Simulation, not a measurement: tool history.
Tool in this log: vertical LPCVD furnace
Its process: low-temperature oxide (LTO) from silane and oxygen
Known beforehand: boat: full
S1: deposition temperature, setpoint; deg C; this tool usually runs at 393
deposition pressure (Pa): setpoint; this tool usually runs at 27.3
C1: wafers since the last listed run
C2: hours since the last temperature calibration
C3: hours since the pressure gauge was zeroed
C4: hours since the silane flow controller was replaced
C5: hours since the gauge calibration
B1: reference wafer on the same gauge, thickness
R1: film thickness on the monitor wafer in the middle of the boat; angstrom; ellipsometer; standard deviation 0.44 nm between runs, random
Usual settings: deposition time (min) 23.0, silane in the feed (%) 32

{"run": 1, "hour": 0.0, "S1": 393, "deposition pressure (Pa)": 27.3, "deposition time (min)": 18.5, "silane in the feed (%)": 32, "C1": 0, "C2": 3698.7, "C3": 3173.9, "C4": 3873.1, "C5": 485.3, "B1": 149.96, "R1": 1196.3}
{"run": 2, "hour": 49.3, "S1": 393, "deposition pressure (Pa)": 27.3, "deposition time (min)": 18.5, "silane in the feed (%)": 32, "C1": 479, "C2": 3748.0, "C3": 3223.2, "C4": 3922.4, "C5": 534.6, "B1": 149.81, "R1": 1194.0}
{"run": 3, "hour": 135.6, "S1": 393, "deposition pressure (Pa)": 27.3, "deposition time (min)": 18.5, "silane in the feed (%)": 32, "C1": 838, "C2": 3834.3, "C3": 3309.5, "C4": 4008.7, "C5": 620.9, "B1": 150.11, "R1": 1190.3}
{"run": 4, "hour": 173.6, "S1": 393, "deposition pressure (Pa)": 27.3, "deposition time (min)": 23.0, "silane in the feed (%)": 32, "C1": 369, "C2": 3872.3, "C3": 3347.5, "C4": 4046.7, "C5": 658.9, "B1": 150.13, "R1": 1477.1}
{"hour": 227.0, "done": "gauge calibrated"}
{"run": 5, "hour": 251.3, "S1": 393, "deposition pressure (Pa)": 27.3, "deposition time (min)": 23.0, "silane in the feed (%)": 32, "C1": 755, "C2": 3950.0, "C3": 3425.2, "C4": 4124.4, "C5": 24.3, "B1": 149.99, "R1": 1490.8}
{"run": 6, "hour": 325.6, "S1": 388, "deposition pressure (Pa)": 22.0, "deposition time (min)": 23.0, "silane in the feed (%)": 32, "C1": 722, "C2": 4024.3, "C3": 3499.5, "C4": 4198.7, "C5": 98.6, "B1": 149.98, "R1": 1125.5}
{"hour": 439.7, "done": "silane flow controller replaced"}
{"run": 7, "hour": 440.2, "S1": 388, "deposition pressure (Pa)": 22.0, "deposition time (min)": 23.0, "silane in the feed (%)": 32, "C1": 880, "C2": 4138.9, "C3": 3614.1, "C4": 0.5, "C5": 213.2, "B1": 150.05, "R1": 1132.6}
{"run": 8, "hour": 493.1, "S1": 388, "deposition pressure (Pa)": 22.0, "deposition time (min)": 23.0, "silane in the feed (%)": 32, "C1": 514, "C2": 4191.8, "C3": 3667.0, "C4": 53.4, "C5": 266.1, "B1": 149.9, "R1": 1135.5}
{"hour": 604.5, "done": "thermocouples replaced and temperature profile calibrated"}
{"run": 9, "hour": 605.0, "S1": 393, "deposition pressure (Pa)": 27.3, "deposition time (min)": 23.0, "silane in the feed (%)": 32, "C1": 854, "C2": 0.5, "C3": 3778.9, "C4": 165.3, "C5": 378.0, "B1": 149.96, "R1": 1449.6}
{"run": 10, "hour": 656.4, "S1": 393, "deposition pressure (Pa)": 27.3, "deposition time (min)": 18.0, "silane in the feed (%)": 35, "C1": 499, "C2": 51.9, "C3": 3830.3, "C4": 216.7, "C5": 429.4, "B1": 150.18, "R1": 1275.3}
{"run": 11, "hour": 746.0, "S1": 388, "deposition pressure (Pa)": 22.0, "deposition time (min)": 23.0, "silane in the feed (%)": 32, "C1": 871, "C2": 141.5, "C3": 3919.9, "C4": 306.3, "C5": 519.0, "B1": 150.0, "R1": 1093.0}
{"run": 12, "hour": 783.3, "S1": 393, "deposition pressure (Pa)": 22.0, "deposition time (min)": 28.5, "silane in the feed (%)": 32, "C1": 362, "C2": 178.8, "C3": 3957.2, "C4": 343.6, "C5": 556.3, "B1": 149.9, "R1": 1446.0}

Estimate the outcome of run 13 from the log above:
{"run": 13, "hour": 831.2, "S1": 393, "deposition pressure (Pa)": 24.7, "deposition time (min)": 23.0, "silane in the feed (%)": 37, "C1": 465, "C2": 226.7, "C3": 4005.1, "C4": 391.5, "C5": 604.2, "B1": "?", "R1": "?"}

Run 13 measured B1 150.14, R1 1591.3 angstrom.
Minus the tool's unlogged condition, the same run would have read R1 1587.6 angstrom.
